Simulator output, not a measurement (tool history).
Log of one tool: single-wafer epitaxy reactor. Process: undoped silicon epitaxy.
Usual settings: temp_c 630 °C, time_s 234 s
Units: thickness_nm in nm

| run | hour | temp_c | time_s | wafers since the last listed run | hours since the last pyrometer calibration | hours since the gauge calibration | read-back reference wafer on the same gauge, thickness_nm | thickness_nm |
|---|---|---|---|---|---|---|---|---|
| 1 | 0.0 | 630 | 234 | 0 | 1820.7 | 2742.3 | 20.697 | 24.664 |
|  | 264.1 | pyrometer calibrated |
| 2 | 279.6 | 630 | 234 | 2704 | 15.5 | 3021.9 | 20.706 | 24.259 |
| 3 | 378.9 | 630 | 234 | 988 | 114.8 | 3121.2 | 20.677 | 24.330 |
| 4 | 457.2 | 630 | 234 | 779 | 193.1 | 3199.5 | 20.692 | 24.361 |
| 5 | 514.0 | 638 | 234 | 565 | 249.9 | 3256.3 | 20.715 | 29.215 |
| 6 | 555.4 | 630 | 234 | 412 | 291.3 | 3297.7 | 20.720 | 24.450 |
| 7 | 628.5 | 630 | 234 | 727 | 364.4 | 3370.8 | 20.714 | 24.374 |
| 8 | 718.7 | 630 | 234 | 898 | 454.6 | 3461.0 | 20.670 | 24.330 |
| 9 | 821.2 | 630 | 234 | 1020 | 557.1 | 3563.5 | 20.709 | 24.203 |
| 10 | 926.9 | 630 | 234 | 1052 | 662.8 | 3669.2 | 20.712 | 24.473 |
| 11 | 1019.1 | 630 | 234 | 918 | 755.0 | 3761.4 | 20.693 | 24.289 |
| 12 | 1234.6 | 620 | 234 | 2145 | 970.5 | 3976.9 | 20.723 | 19.375 |
| 13 | 1303.7 | 620 | 234 | 688 | 1039.6 | 4046.0 | 20.712 | 19.367 |
| 14 | 1409.4 | 620 | 234 | 1052 | 1145.3 | 4151.7 | 20.690 | 19.400 |
| 15 | 1486.8 | 630 | 234 | 770 | 1222.7 | 4229.1 | 20.662 | 24.606 |
| 16 | 1544.0 | 630 | 234 | 569 | 1279.9 | 4286.3 | 20.726 | 24.542 |
|  | 1546.9 | gauge calibrated |
| 17 | 1610.8 | 630 | 234 | 665 | 1346.7 | 63.9 | 20.695 | 24.491 |
| 18 | 1700.0 | 630 | 212 | 888 | 1435.9 | 153.1 | 20.702 | 22.347 |
| 19 | 1787.2 | 630 | 212 | 868 | 1523.1 | 240.3 | 20.728 | 22.314 |
| 20 | 1839.8 | 630 | 215 | 523 | 1575.7 | 292.9 | 20.697 | 22.609 |
| 21 | 1911.5 | 630 | 234 | 713 | 1647.4 | 364.6 | 20.715 | 24.572 |
| 22 | 1974.9 | 618 | 187 | 631 | 1710.8 | 428.0 | 20.708 | 14.844 |
| 23 | 2029.8 | 630 | 234 | 546 | 1765.7 | 482.9 | 20.671 | 24.637 |
| 24 | 2067.4 | 643 | 255 | 374 | 1803.3 | 520.5 | 20.708 | 35.926 |
| 25 | 2129.1 | 630 | 234 | 614 | 1865.0 | 582.2 | 20.728 | 24.819 |
|  | 2169.3 | pyrometer calibrated |
| 26 | 2190.2 | 617 | 211 | 528 | 20.9 | 643.3 | 20.687 | 16.135 |
| 27 | 2275.2 | 618 | 215 | 846 | 105.9 | 728.3 | 20.680 | 16.865 |
| 28 | 2336.0 | 630 | 234 | 605 | 166.7 | 789.1 | 20.689 | 24.095 |
| 29 | 2569.9 | 636 | 214 | 2329 | 400.6 | 1023.0 | 20.691 | 25.347 |
| 30 | 2628.7 | 630 | 275 | 585 | 459.4 | 1081.8 | 20.684 | 28.523 |
| 31 | 2698.1 | 641 | 234 | 691 | 528.8 | 1151.2 | 20.682 | 30.935 |
| 32 | 2736.8 | 637 | 256 | 385 | 567.5 | 1189.9 | 20.711 | 31.088 |
| 33 | 2783.5 | 630 | 253 | 465 | 614.2 | 1236.6 | 20.687 | 26.115 |
| 34 | 2826.6 | 616 | 213 | 429 | 657.3 | 1279.7 | 20.703 | 15.991 |
| 35 | 2902.7 | 626 | 234 | 757 | 733.4 | 1355.8 | 20.680 | 22.096 |
| 36 | 2970.2 | 640 | 213 | 672 | 800.9 | 1423.3 | 20.720 | 27.566 |
| 37 | 3032.2 | 618 | 277 | 617 | 862.9 | 1485.3 | 20.700 | 21.791 |
| 38 | 3078.1 | 642 | 248 | 457 | 908.8 | 1531.2 | 20.696 | 33.675 |
| 39 | 3159.2 | 634 | 234 | 807 | 989.9 | 1612.3 | 20.698 | 26.613 |
| 40 | 3249.8 | 620 | 269 | 902 | 1080.5 | 1702.9 | 20.716 | 22.280 |

4 ways to go on from here, each from the tool as it stands after run 40. What would each give?
| A | 3250.3 | 630 | 234 | 4 | 1081.0 | 1703.4 | ? | ? |
| B | 3250.3 | 623 | 193 | 4 | 1081.0 | 1703.4 | ? | ? |
| C | 3250.3 | 630 | 271 | 4 | 1081.0 | 1703.4 | ? | ? |
| D | 3250.3 | 630 | 272 | 4 | 1081.0 | 1703.4 | ? | ? |

| run | read-back reference wafer on the same gauge, thickness_nm | thickness_nm |
|---|---|---|
| A | 20.671 | 24.247 |
| B | 20.671 | 17.010 |
| C | 20.671 | 28.081 |
| D | 20.671 | 28.185 |
Without the tool's hidden state the same runs would have given:
| run | thickness_nm |
|---|---|
| A | 24.264 |
| B | 17.022 |
| C | 28.101 |
| D | 28.205 |
